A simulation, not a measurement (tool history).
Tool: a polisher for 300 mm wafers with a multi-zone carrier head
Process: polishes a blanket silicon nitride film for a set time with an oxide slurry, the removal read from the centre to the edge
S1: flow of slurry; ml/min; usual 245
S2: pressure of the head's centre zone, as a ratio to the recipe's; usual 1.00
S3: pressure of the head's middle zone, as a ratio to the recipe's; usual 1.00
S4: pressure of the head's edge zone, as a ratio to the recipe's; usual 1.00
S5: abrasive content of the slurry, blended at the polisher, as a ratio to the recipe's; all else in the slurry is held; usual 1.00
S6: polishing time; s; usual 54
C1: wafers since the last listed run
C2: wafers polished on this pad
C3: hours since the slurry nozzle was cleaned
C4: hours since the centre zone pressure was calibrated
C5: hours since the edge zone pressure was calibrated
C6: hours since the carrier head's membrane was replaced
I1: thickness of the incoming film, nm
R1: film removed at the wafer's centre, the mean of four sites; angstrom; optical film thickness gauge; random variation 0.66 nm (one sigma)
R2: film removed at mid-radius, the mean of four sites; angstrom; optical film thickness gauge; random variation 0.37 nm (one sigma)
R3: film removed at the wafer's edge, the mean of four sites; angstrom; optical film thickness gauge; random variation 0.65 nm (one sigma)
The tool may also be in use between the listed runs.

run	hour	S1	S2	S3	S4	S5	S6	C1	C2	C3	C4	C5	C6	I1	R1	R2	R3
1	0.0	245	1.00	1.00	0.95	1.00	54	0	3048	257.4	485.7	36.9	1337.8	512.5	427	433	418
2	46.0	290	1.06	1.04	1.00	1.00	54	439	3488	303.4	531.7	82.9	1383.8	500.4	457	466	430
3	112.0	245	0.96	0.97	1.00	1.00	54	630	4118	369.4	597.7	148.9	1449.8	504.2	397	426	428
4	170.1	245	1.00	1.00	1.00	1.00	54	555	4673	427.5	655.8	207.0	1507.9	504.1	417	436	421
# hour 194.2: worn pad replaced by a new one
# hour 277.1: carrier head's membrane replaced by a new one
5	297.2	245	0.89	1.00	1.06	0.85	38	1128	936	554.6	782.9	334.1	20.1	501.1	270	317	318
# hour 303.0: slurry nozzle cleaned
6	341.5	245	1.05	1.00	0.91	1.00	54	413	1350	38.5	827.2	378.4	64.4	514.8	467	468	440
7	387.9	245	0.95	0.98	1.00	1.00	54	443	1793	84.9	873.6	424.8	110.8	515.9	424	455	449
8	451.9	160	1.00	1.00	1.00	1.00	54	611	2404	148.9	937.6	488.8	174.8	501.4	414	432	422
9	477.2	245	0.93	1.00	1.00	1.00	54	241	2646	174.2	962.9	514.1	200.1	505.0	409	454	444
# hour 514.7: centre zone pressure recalibrated
10	527.6	245	1.00	0.90	1.04	1.00	54	462	3108	224.6	12.9	564.5	250.5	512.7	431	406	449
11	573.6	245	0.91	1.00	1.04	0.85	71	439	3548	270.6	58.9	610.5	296.5	516.2	490	557	545
12	604.0	245	1.00	1.08	1.00	1.15	35	290	3838	301.0	89.3	640.9	326.9	512.3	288	318	282
13	653.0	245	1.00	1.00	1.00	1.00	54	468	4307	350.0	138.3	689.9	375.9	517.9	421	436	436
14	679.5	245	1.00	1.00	1.00	1.00	45	253	4560	376.5	164.8	716.4	402.4	513.9	351	370	359
# hour 705.4: worn pad replaced by a new one
# hour 807.1: slurry nozzle cleaned
15	829.9	245	1.00	1.00	1.00	1.00	54	1389	1180	22.8	315.2	866.8	552.8	507.3	440	467	443
16	873.4	245	1.00	1.00	1.00	1.00	54	415	1595	66.3	358.7	910.3	596.3	510.9	439	455	444
17	930.5	245	1.00	1.00	0.90	1.00	54	545	2141	123.4	415.8	967.4	653.4	513.3	430	455	422
# hour 978.6: edge zone pressure recalibrated
18	1105.8	245	1.00	1.00	0.90	1.00	54	1655	3797	298.7	591.1	127.2	828.7	513.6	414	435	398
19	1145.1	245	1.00	1.00	1.10	1.00	42	375	4172	338.0	630.4	166.5	868.0	509.8	322	346	346
# hour 1207.0: worn pad replaced by a new one
20	1209.2	245	0.97	1.00	1.00	1.00	54	574	21	402.1	694.5	230.6	932.1	510.1	467	508	493
21	1247.4	245	1.00	1.00	1.00	1.00	54	364	386	440.3	732.7	268.8	970.3	513.8	477	492	483

How the hidden state differs across the entries between the runs, from the last listed run before each to the first after it:
Between runs 4 and 5: worn pad replaced by a new one (hour 194.2); carrier head's membrane replaced by a new one (hour 277.1)
  removal rate lost through wear of the pad, %: 15.5 -> 7.1
  measured less the result without the state, R1: -77 -> -21 angstrom; R2: -81 -> -24 angstrom; R3: -78 -> -24 angstrom
Between runs 5 and 6: slurry nozzle cleaned (hour 303.0)
  removal rate lost through wear of the pad, %: 7.1 -> 8.87
  measured less the result without the state, R1: -21 -> -46 angstrom; R2: -24 -> -46 angstrom; R3: -24 -> -43 angstrom
Between runs 9 and 10: centre zone pressure recalibrated (hour 514.7)
  removal rate lost through wear of the pad, %: 12.2 -> 12.9
  measured less the result without the state, R1: -56 -> -64 angstrom; R2: -63 -> -60 angstrom; R3: -62 -> -66 angstrom
Between runs 14 and 15: worn pad replaced by a new one (hour 705.4); slurry nozzle cleaned (hour 807.1)
  removal rate lost through wear of the pad, %: 14.1 -> 9.13
  measured less the result without the state, R1: -58 -> -44 angstrom; R2: -61 -> -47 angstrom; R3: -59 -> -44 angstrom
Between runs 17 and 18: edge zone pressure recalibrated (hour 978.6)
  removal rate lost through wear of the pad, %: 12.2 -> 14.7
  measured less the result without the state, R1: -60 -> -71 angstrom; R2: -63 -> -74 angstrom; R3: -59 -> -68 angstrom
Between runs 19 and 20: worn pad replaced by a new one (hour 1207.0)
  removal rate lost through wear of the pad, %: 15 -> 0.96
  measured less the result without the state, R1: -57 -> -5 angstrom; R2: -61 -> -4 angstrom; R3: -60 -> -5 angstrom

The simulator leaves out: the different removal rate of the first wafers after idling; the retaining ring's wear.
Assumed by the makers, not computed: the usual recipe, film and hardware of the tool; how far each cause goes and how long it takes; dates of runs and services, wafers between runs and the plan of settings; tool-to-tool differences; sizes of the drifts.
